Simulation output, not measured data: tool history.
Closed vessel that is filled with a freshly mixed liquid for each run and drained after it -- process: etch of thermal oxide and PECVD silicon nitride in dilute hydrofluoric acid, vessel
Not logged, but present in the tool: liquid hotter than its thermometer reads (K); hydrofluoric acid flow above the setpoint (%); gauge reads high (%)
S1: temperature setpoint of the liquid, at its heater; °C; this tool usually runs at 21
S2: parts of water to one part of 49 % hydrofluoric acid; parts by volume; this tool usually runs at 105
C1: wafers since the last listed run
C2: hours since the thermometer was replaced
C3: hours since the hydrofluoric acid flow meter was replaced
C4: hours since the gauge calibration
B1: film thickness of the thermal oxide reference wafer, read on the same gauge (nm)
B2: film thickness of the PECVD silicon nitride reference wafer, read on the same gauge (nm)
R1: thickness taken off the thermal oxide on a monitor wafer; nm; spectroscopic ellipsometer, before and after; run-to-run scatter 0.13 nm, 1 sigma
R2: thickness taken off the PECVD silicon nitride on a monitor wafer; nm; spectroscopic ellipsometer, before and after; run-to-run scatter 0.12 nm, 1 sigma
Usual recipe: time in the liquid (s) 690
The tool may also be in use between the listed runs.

run 1 hour=0 | S1=21 S2=105 time_in_the_liquid_(s)=690 | C1=0 C2=2591.3 C3=952.1 C4=62.4 | B1=139.98 B2=90 | R1=28.6 R2=17.22
run 2 hour=9.2 | S1=21 S2=105 time_in_the_liquid_(s)=690 | C1=413 C2=2600.5 C3=961.3 C4=71.6 | B1=140.01 B2=90 | R1=28.39 R2=17.38
run 3 hour=17.7 | S1=19 S2=105 time_in_the_liquid_(s)=690 | C1=381 C2=2609 C3=969.8 C4=80.1 | B1=140 B2=90 | R1=26.39 R2=15.25
run 4 hour=31.3 | S1=19 S2=105 time_in_the_liquid_(s)=690 | C1=610 C2=2622.6 C3=983.4 C4=93.7 | B1=140 B2=90 | R1=26.45 R2=15.04
run 5 hour=37.5 | S1=19 S2=105 time_in_the_liquid_(s)=690 | C1=278 C2=2628.8 C3=989.6 C4=99.9 | B1=140 B2=90 | R1=26.33 R2=15.03
run 6 hour=45.9 | S1=21 S2=105 time_in_the_liquid_(s)=690 | C1=377 C2=2637.2 C3=998 C4=108.3 | B1=140 B2=90 | R1=28.6 R2=17.5
run 7 hour=62.4 | S1=21 S2=105 time_in_the_liquid_(s)=690 | C1=741 C2=2653.7 C3=1014.5 C4=124.8 | B1=140.04 B2=89.98 | R1=28.62 R2=17.71
-- hour=70 thermometer replaced
run 8 hour=70.8 | S1=21 S2=105 time_in_the_liquid_(s)=690 | C1=332 C2=0.8 C3=1022.9 C4=133.2 | B1=139.97 B2=90.01 | R1=28.63 R2=17.43
-- hour=78.4 gauge calibrated
run 9 hour=85.1 | S1=21 S2=105 time_in_the_liquid_(s)=690 | C1=642 C2=15.1 C3=1037.2 C4=6.7 | B1=139.96 B2=90 | R1=28.66 R2=17.67
run 10 hour=97 | S1=21 S2=105 time_in_the_liquid_(s)=690 | C1=534 C2=27 C3=1049.1 C4=18.6 | B1=140.02 B2=89.98 | R1=28.83 R2=17.27
run 11 hour=105.6 | S1=23.5 S2=145 time_in_the_liquid_(s)=690 | C1=386 C2=35.6 C3=1057.7 C4=27.2 | B1=140 B2=90.02 | R1=22.32 R2=14.96
run 12 hour=111.6 | S1=21 S2=85 time_in_the_liquid_(s)=690 | C1=269 C2=41.6 C3=1063.7 C4=33.2 | B1=139.96 B2=90 | R1=36.29 R2=21.42
run 13 hour=125.7 | S1=19 S2=105 time_in_the_liquid_(s)=690 | C1=633 C2=55.7 C3=1077.8 C4=47.3 | B1=140.01 B2=90.01 | R1=26.73 R2=15.28
-- hour=131.2 hydrofluoric acid flow meter replaced
run 14 hour=139 | S1=21 S2=105 time_in_the_liquid_(s)=690 | C1=552 C2=69 C3=7.8 C4=60.6 | B1=140.01 B2=89.99 | R1=25.53 R2=15.49
run 15 hour=146.1 | S1=23.5 S2=125 time_in_the_liquid_(s)=690 | C1=318 C2=76.1 C3=14.9 C4=67.7 | B1=139.98 B2=90.01 | R1=23.49 R2=15.65
run 16 hour=158 | S1=25.5 S2=60 time_in_the_liquid_(s)=1060 | C1=534 C2=88 C3=26.8 C4=79.6 | B1=139.96 B2=90.01 | R1=86.68 R2=56.3
run 17 hour=168.1 | S1=18 S2=55 time_in_the_liquid_(s)=1090 | C1=453 C2=98.1 C3=36.9 C4=89.7 | B1=140.03 B2=90.02 | R1=72.36 R2=37.89
run 18 hour=207.7 | S1=21 S2=80 time_in_the_liquid_(s)=690 | C1=1778 C2=137.7 C3=76.5 C4=129.3 | B1=140.04 B2=90.02 | R1=34.83 R2=20.96

Each row is a separate what-if for the run after 18, all from the same tool condition, not one after another. Results?
run A hour=208.5 | S1=17 S2=105 time_in_the_liquid_(s)=690 | C1=35 C2=138.5 C3=77.3 C4=130.1 | B1=? B2=? | R1=? R2=?
run B hour=208.5 | S1=24.5 S2=105 time_in_the_liquid_(s)=460 | C1=35 C2=138.5 C3=77.3 C4=130.1 | B1=? B2=? | R1=? R2=?
run C hour=208.5 | S1=21 S2=140 time_in_the_liquid_(s)=690 | C1=35 C2=138.5 C3=77.3 C4=130.1 | B1=? B2=? | R1=? R2=?

run=A B1=139.98 B2=90 R1=21.74 R2=12.15
run=B B1=139.98 B2=90 R1=19.67 R2=13.45
run=C B1=139.98 B2=90 R1=18.52 R2=12.06
With no hidden state in the tool, these same runs would have given:
run=A R1=21.15 R2=11.86
run=B R1=19.13 R2=13.12
run=C R1=18 R2=11.77
